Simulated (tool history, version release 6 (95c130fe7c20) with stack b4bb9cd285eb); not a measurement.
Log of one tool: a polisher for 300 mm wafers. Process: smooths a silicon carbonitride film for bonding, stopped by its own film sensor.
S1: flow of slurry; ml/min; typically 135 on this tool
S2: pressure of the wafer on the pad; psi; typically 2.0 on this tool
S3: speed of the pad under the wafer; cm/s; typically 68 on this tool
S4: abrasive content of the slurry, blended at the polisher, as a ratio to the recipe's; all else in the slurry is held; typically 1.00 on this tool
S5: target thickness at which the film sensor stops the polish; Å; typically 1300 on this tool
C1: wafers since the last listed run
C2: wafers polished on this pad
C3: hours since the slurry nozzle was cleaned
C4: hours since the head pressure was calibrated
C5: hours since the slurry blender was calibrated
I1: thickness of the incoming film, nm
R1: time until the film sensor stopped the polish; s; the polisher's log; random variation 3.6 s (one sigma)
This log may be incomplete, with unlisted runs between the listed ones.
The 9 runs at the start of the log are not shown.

| run | hour | S1 | S2 | S3 | S4 | S5 | C1 | C2 | C3 | C4 | C5 | I1 | R1 |
|---|---|---|---|---|---|---|---|---|---|---|---|---|---|
| 10 | 1068.2 | 135 | 2.3 | 68 | 1.25 | 1340 | 249 | 2477 | 127.7 | 167.9 | 391.4 | 159.1 | 129.1 |
| 11 | 1117.5 | 135 | 2.0 | 68 | 1.00 | 1300 | 265 | 2743 | 177.0 | 217.2 | 440.7 | 158.8 | 180.8 |
| 12 | 1190.1 | 135 | 2.4 | 54 | 0.90 | 1340 | 390 | 3133 | 249.6 | 289.8 | 513.3 | 160.1 | 163.2 |
| 13 | 1245.4 | 135 | 2.0 | 68 | 1.00 | 1220 | 297 | 3431 | 304.9 | 345.1 | 568.6 | 159.4 | 232.7 |
| 14 | 1350.2 | 135 | 2.7 | 54 | 1.00 | 1300 | 564 | 3995 | 409.7 | 449.9 | 673.4 | 159.3 | 163.4 |
| 15 | 1386.3 | 135 | 2.0 | 68 | 1.00 | 1300 | 194 | 4190 | 445.8 | 486.0 | 709.5 | 159.4 | 180.5 |
|  | 1389.3 | slurry blender recalibrated |
|  | 1403.6 | worn pad replaced by a new one |
| 16 | 1456.2 | 135 | 2.0 | 90 | 1.00 | 1300 | 343 | 283 | 515.7 | 555.9 | 66.9 | 160.1 | 145.3 |
| 17 | 1544.3 | 135 | 2.0 | 68 | 1.00 | 1300 | 474 | 757 | 603.8 | 644.0 | 155.0 | 161.2 | 192.1 |
|  | 1632.9 | head pressure recalibrated |
| 18 | 1642.6 | 120 | 2.0 | 68 | 1.00 | 1300 | 518 | 1275 | 702.1 | 9.7 | 253.3 | 162.6 | 202.1 |
|  | 1652.6 | slurry nozzle cleaned |
| 19 | 1700.6 | 135 | 2.0 | 68 | 1.00 | 1340 | 306 | 1582 | 48.0 | 67.7 | 311.3 | 162.4 | 169.0 |
| 20 | 1738.0 | 135 | 2.0 | 60 | 1.00 | 1300 | 201 | 1783 | 85.4 | 105.1 | 348.7 | 160.6 | 206.2 |
| 21 | 1789.6 | 105 | 2.0 | 44 | 1.00 | 1300 | 277 | 2061 | 137.0 | 156.7 | 400.3 | 159.7 | 278.1 |
| 22 | 1892.4 | 135 | 2.0 | 68 | 1.00 | 1300 | 553 | 2614 | 239.8 | 259.5 | 503.1 | 161.1 | 193.5 |
| 23 | 1987.7 | 170 | 2.0 | 68 | 1.00 | 1300 | 512 | 3127 | 335.1 | 354.8 | 598.4 | 160.1 | 179.7 |
| 24 | 2032.0 | 135 | 2.0 | 68 | 1.00 | 1380 | 238 | 3366 | 379.4 | 399.1 | 642.7 | 162.8 | 153.6 |
| 25 | 2091.7 | 135 | 1.3 | 68 | 1.30 | 1300 | 321 | 3687 | 439.1 | 458.8 | 702.4 | 159.3 | 264.0 |
| 26 | 2176.7 | 135 | 2.0 | 80 | 1.00 | 1300 | 457 | 4145 | 524.1 | 543.8 | 787.4 | 157.2 | 147.2 |
|  | 2232.1 | worn pad replaced by a new one |
|  | 2259.1 | slurry blender recalibrated |
| 27 | 2267.0 | 135 | 2.3 | 68 | 1.00 | 1300 | 453 | 177 | 614.4 | 634.1 | 7.9 | 159.6 | 158.9 |
| 28 | 2347.4 | 135 | 2.0 | 68 | 1.00 | 1300 | 432 | 609 | 694.8 | 714.5 | 88.3 | 160.4 | 192.5 |
|  | 2379.7 | slurry nozzle cleaned |
|  | 2382.6 | head pressure recalibrated |
| 29 | 2417.3 | 95 | 2.0 | 50 | 1.25 | 1300 | 360 | 969 | 37.6 | 34.7 | 158.2 | 158.8 | 223.8 |
| 30 | 2485.6 | 135 | 2.0 | 68 | 1.00 | 1300 | 367 | 1337 | 105.9 | 103.0 | 226.5 | 159.6 | 182.6 |
| 31 | 2548.6 | 165 | 2.0 | 68 | 1.00 | 1300 | 339 | 1676 | 168.9 | 166.0 | 289.5 | 160.5 | 187.1 |

Each row is a separate what-if for the run after 31, all from the same tool condition, not one after another. Results?
| A | 2549.1 | 160 | 2.0 | 68 | 1.00 | 1300 | 2 | 1679 | 169.4 | 166.5 | 290.0 | 161.7 | ? |
| B | 2549.1 | 135 | 2.0 | 68 | 1.15 | 1210 | 2 | 1679 | 169.4 | 166.5 | 290.0 | 161.7 | ? |
| C | 2549.1 | 175 | 2.3 | 54 | 1.00 | 1270 | 2 | 1679 | 169.4 | 166.5 | 290.0 | 161.7 | ? |

| run | R1 |
|---|---|
| A | 192.9 |
| B | 242.3 |
| C | 218.4 |
Stripped of hidden state, with their random variation kept, the same runs would have yielded:
| run | R1 |
|---|---|
| A | 192.9 |
| B | 242.3 |
| C | 218.4 |

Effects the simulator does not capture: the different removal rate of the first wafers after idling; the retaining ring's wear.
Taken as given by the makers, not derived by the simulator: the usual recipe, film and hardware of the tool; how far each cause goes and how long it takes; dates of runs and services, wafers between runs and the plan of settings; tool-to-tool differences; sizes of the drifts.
